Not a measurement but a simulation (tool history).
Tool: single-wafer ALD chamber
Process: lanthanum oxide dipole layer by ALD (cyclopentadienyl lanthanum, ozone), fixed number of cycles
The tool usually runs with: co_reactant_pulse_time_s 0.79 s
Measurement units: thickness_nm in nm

| run | hour | co_reactant_pulse_time_s | read-back reference wafer on the same gauge, thickness_nm | thickness_nm |
|---|---|---|---|---|
| 1 | 0 | 0.79 | 0.393 | 0.471 |
| 2 | 99.1 | 0.79 | 0.393 | 0.468 |
| 3 | 167.9 | 0.79 | 0.393 | 0.467 |
| 4 | 260 | 0.55 | 0.393 | 0.402 |
| 5 | 332.3 | 0.55 | 0.393 | 0.404 |
| 6 | 424.6 | 0.55 | 0.393 | 0.401 |
|  | 471.8 | thermocouple changed; heater temperature recalibrated |
| 7 | 531.5 | 0.79 | 0.393 | 0.468 |
| 8 | 595.3 | 0.79 | 0.393 | 0.463 |
| 9 | 686.9 | 0.5 | 0.393 | 0.384 |
| 10 | 739.1 | 1.05 | 0.393 | 0.51 |
|  | 822.3 | gauge calibrated |
| 11 | 832.5 | 0.65 | 0.393 | 0.43 |
|  | 913.5 | showerhead replaced |
|  | 919.7 | ozone generator serviced |
| 12 | 922.4 | 0.79 | 0.393 | 0.479 |
| 13 | 1022 | 1.01 | 0.393 | 0.513 |
| 14 | 1083.3 | 0.94 | 0.393 | 0.502 |
| 15 | 1147.6 | 0.79 | 0.393 | 0.472 |
| 16 | 1202.8 | 0.59 | 0.393 | 0.42 |
| 17 | 1288.5 | 0.67 | 0.393 | 0.441 |

Below are 4 alternative next runs, each starting from the tool's condition after run 17. Predict each:
| A | 1288.9 | 1 | ? | ? |
| B | 1288.9 | 0.49 | ? | ? |
| C | 1288.9 | 0.95 | ? | ? |
| D | 1288.9 | 0.61 | ? | ? |

| run | read-back reference wafer on the same gauge, thickness_nm | thickness_nm |
|---|---|---|
| A | 0.393 | 0.507 |
| B | 0.393 | 0.387 |
| C | 0.393 | 0.499 |
| D | 0.393 | 0.425 |
The same runs, with their run-to-run variation unchanged, on a tool lacking any hidden condition would have given:
| run | thickness_nm |
|---|---|
| A | 0.515 |
| B | 0.396 |
| C | 0.507 |
| D | 0.434 |
